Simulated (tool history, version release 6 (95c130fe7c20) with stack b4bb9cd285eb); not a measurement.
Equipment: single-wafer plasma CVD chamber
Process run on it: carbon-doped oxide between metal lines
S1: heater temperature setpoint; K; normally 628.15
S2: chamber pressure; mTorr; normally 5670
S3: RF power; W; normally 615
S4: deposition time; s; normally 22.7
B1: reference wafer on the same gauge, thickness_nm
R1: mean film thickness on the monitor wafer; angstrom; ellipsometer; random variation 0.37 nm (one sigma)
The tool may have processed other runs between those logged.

run	hour	S1	S2	S3	S4	B1	R1
1	0	628.15	5670	615	25.7	148.079	1428.07
2	51.3	628.15	5670	615	25.7	148.076	1415.67
3	102.2	637.15	5670	640	22.7	148.16	1268.81
4	154.3	637.15	5670	640	22.7	148.012	1260.68
5	223.6	628.15	5670	545	25.5	147.84	1248.27
6	255.9	628.15	5670	545	25.5	148.03	1241.68
7	299.5	628.15	5670	545	25.5	148.019	1230.68
8	335.4	628.15	5670	615	22.7	147.823	1235.5
9	405.2	628.15	5670	615	22.7	148.08	1224.01
10	434.2	628.15	5670	615	22.7	148.125	1217.41
11	486.9	628.15	5670	615	22.7	148.099	1222.35
12	519.1	628.15	5670	615	22.7	148.02	1212.23
# hour 541.7: capacitance manometer re-zeroed and calibrated
13	551.3	628.15	5670	615	22.7	147.843	1211.3
14	643.5	632.15	5670	615	22.7	147.974	1187.33
# hour 674.1: showerhead replaced
15	674.6	617.15	5670	520	22.7	148.226	1051.09
# hour 694.7: thermocouple changed; heater temperature recalibrated
16	699.9	628.15	5670	615	25.7	148.164	1374.46
17	746.7	628.15	4610	535	24.4	148.072	1116.71
# hour 783.9: gauge calibrated
# hour 813.2: RF generator calibrated
18	813.7	628.15	5670	615	22.7	147.754	1295.33
19	855.8	628.15	6310	615	22.7	148.032	1309.97
20	888.4	628.15	5670	655	20	147.974	1219.48
21	923.6	620.15	6030	670	19.5	147.858	1244.28
22	950.3	632.15	5670	615	22.7	147.836	1286.65
23	998.8	615.15	5670	615	18.7	147.962	1110.49
24	1044.8	628.15	5670	660	22.7	148.007	1381.45
25	1102	628.15	5280	615	22.7	147.858	1285.57
26	1291.1	628.15	5670	675	22.7	147.849	1391.34
27	1330.4	628.15	5670	615	22.7	147.955	1293.18
28	1391.2	628.15	4670	730	19.5	148.031	1263.85

What if the next run were any one of these 4? Each begins from the tool's condition after run 28:
A	1391.6	628.15	5670	615	22.7	?	?
B	1391.6	628.15	5670	715	21	?	?
C	1391.6	628.15	6350	530	22.7	?	?
D	1391.6	616.15	6950	490	21.3	?	?

run	B1	R1
A	148.235	1291.87
B	148.235	1357.2
C	148.235	1136.41
D	148.235	1019.61
What these runs would have given with no unlogged condition in the tool:
run	R1
A	1325.31
B	1391.72
C	1166.99
D	1051.22
